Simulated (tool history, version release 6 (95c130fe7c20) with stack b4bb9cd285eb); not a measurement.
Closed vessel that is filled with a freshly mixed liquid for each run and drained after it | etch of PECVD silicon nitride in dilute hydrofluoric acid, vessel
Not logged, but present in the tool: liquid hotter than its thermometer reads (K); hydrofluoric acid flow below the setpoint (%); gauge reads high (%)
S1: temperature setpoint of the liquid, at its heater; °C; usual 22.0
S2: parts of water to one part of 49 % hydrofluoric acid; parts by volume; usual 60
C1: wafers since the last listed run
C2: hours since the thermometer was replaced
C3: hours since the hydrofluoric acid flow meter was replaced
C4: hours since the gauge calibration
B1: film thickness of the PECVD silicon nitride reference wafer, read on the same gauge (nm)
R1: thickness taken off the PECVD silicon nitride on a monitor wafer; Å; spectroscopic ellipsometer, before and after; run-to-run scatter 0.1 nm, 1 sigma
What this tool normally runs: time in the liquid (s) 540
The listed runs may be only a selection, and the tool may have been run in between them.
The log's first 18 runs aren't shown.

{"run": 19, "hour": 818.6, "S1": 17.0, "S2": 35, "time in the liquid (s)": 750, "C1": 5132, "C2": 172.0, "C3": 397.4, "C4": 116.5, "B1": 120.01, "R1": 215.6}
{"run": 20, "hour": 1025.5, "S1": 25.5, "S2": 45, "time in the liquid (s)": 390, "C1": 19923, "C2": 378.9, "C3": 604.3, "C4": 323.4, "B1": 119.99, "R1": 157.6}
{"run": 21, "hour": 1053.0, "S1": 22.0, "S2": 40, "time in the liquid (s)": 245, "C1": 2648, "C2": 406.4, "C3": 631.8, "C4": 350.9, "B1": 119.99, "R1": 87.9}
{"run": 22, "hour": 1086.6, "S1": 26.0, "S2": 60, "time in the liquid (s)": 540, "C1": 3235, "C2": 440.0, "C3": 665.4, "C4": 384.5, "B1": 119.99, "R1": 169.4}
{"run": 23, "hour": 1110.9, "S1": 22.0, "S2": 50, "time in the liquid (s)": 625, "C1": 2340, "C2": 464.3, "C3": 689.7, "C4": 408.8, "B1": 119.96, "R1": 178.3}
{"run": 24, "hour": 1138.2, "S1": 22.0, "S2": 60, "time in the liquid (s)": 425, "C1": 2628, "C2": 491.6, "C3": 717.0, "C4": 436.1, "B1": 119.98, "R1": 101.5}
{"run": 25, "hour": 1166.0, "S1": 22.0, "S2": 60, "time in the liquid (s)": 540, "C1": 2677, "C2": 519.4, "C3": 744.8, "C4": 463.9, "B1": 120.02, "R1": 127.7}
{"run": 26, "hour": 1230.6, "S1": 20.5, "S2": 30, "time in the liquid (s)": 540, "C1": 6220, "C2": 584.0, "C3": 809.4, "C4": 528.5, "B1": 119.99, "R1": 229.0}
{"run": 27, "hour": 1268.3, "S1": 25.5, "S2": 80, "time in the liquid (s)": 405, "C1": 3630, "C2": 621.7, "C3": 847.1, "C4": 566.2, "B1": 120.0, "R1": 91.4}
{"run": 28, "hour": 1315.6, "S1": 20.5, "S2": 30, "time in the liquid (s)": 540, "C1": 4554, "C2": 669.0, "C3": 894.4, "C4": 613.5, "B1": 119.99, "R1": 226.0}
{"hour": 1323.2, "done": "hydrofluoric acid flow meter replaced"}
{"run": 29, "hour": 1348.8, "S1": 22.0, "S2": 60, "time in the liquid (s)": 540, "C1": 3100, "C2": 702.2, "C3": 25.6, "C4": 646.7, "B1": 120.02, "R1": 134.3}
{"run": 30, "hour": 1395.1, "S1": 24.0, "S2": 80, "time in the liquid (s)": 815, "C1": 4458, "C2": 748.5, "C3": 71.9, "C4": 693.0, "B1": 119.99, "R1": 175.6}
{"run": 31, "hour": 1458.9, "S1": 22.0, "S2": 70, "time in the liquid (s)": 835, "C1": 6143, "C2": 812.3, "C3": 135.7, "C4": 756.8, "B1": 120.02, "R1": 177.9}
{"hour": 1477.5, "done": "gauge calibrated"}
{"run": 32, "hour": 1484.0, "S1": 22.0, "S2": 60, "time in the liquid (s)": 540, "C1": 2417, "C2": 837.4, "C3": 160.8, "C4": 6.5, "B1": 120.02, "R1": 132.9}

Alternative continuations, all from the tool just after run 32; predict every row:
{"run": "A", "hour": 1484.8, "S1": 22.0, "S2": 35, "time in the liquid (s)": 540, "C1": 77, "C2": 838.2, "C3": 161.6, "C4": 7.3, "B1": "?", "R1": "?"}
{"run": "B", "hour": 1484.8, "S1": 24.0, "S2": 45, "time in the liquid (s)": 540, "C1": 77, "C2": 838.2, "C3": 161.6, "C4": 7.3, "B1": "?", "R1": "?"}
{"run": "C", "hour": 1484.8, "S1": 19.5, "S2": 60, "time in the liquid (s)": 350, "C1": 77, "C2": 838.2, "C3": 161.6, "C4": 7.3, "B1": "?", "R1": "?"}
{"run": "D", "hour": 1484.8, "S1": 22.0, "S2": 75, "time in the liquid (s)": 695, "C1": 77, "C2": 838.2, "C3": 161.6, "C4": 7.3, "B1": "?", "R1": "?"}

run=A B1=120.00 R1=221.5
run=B B1=120.00 R1=198.9
run=C B1=120.00 R1=71.5
run=D B1=120.00 R1=135.6
With the hidden condition removed and each run's random variation left untouched, the same runs would have given:
run=A R1=224.5
run=B R1=201.5
run=C R1=72.5
run=D R1=137.4

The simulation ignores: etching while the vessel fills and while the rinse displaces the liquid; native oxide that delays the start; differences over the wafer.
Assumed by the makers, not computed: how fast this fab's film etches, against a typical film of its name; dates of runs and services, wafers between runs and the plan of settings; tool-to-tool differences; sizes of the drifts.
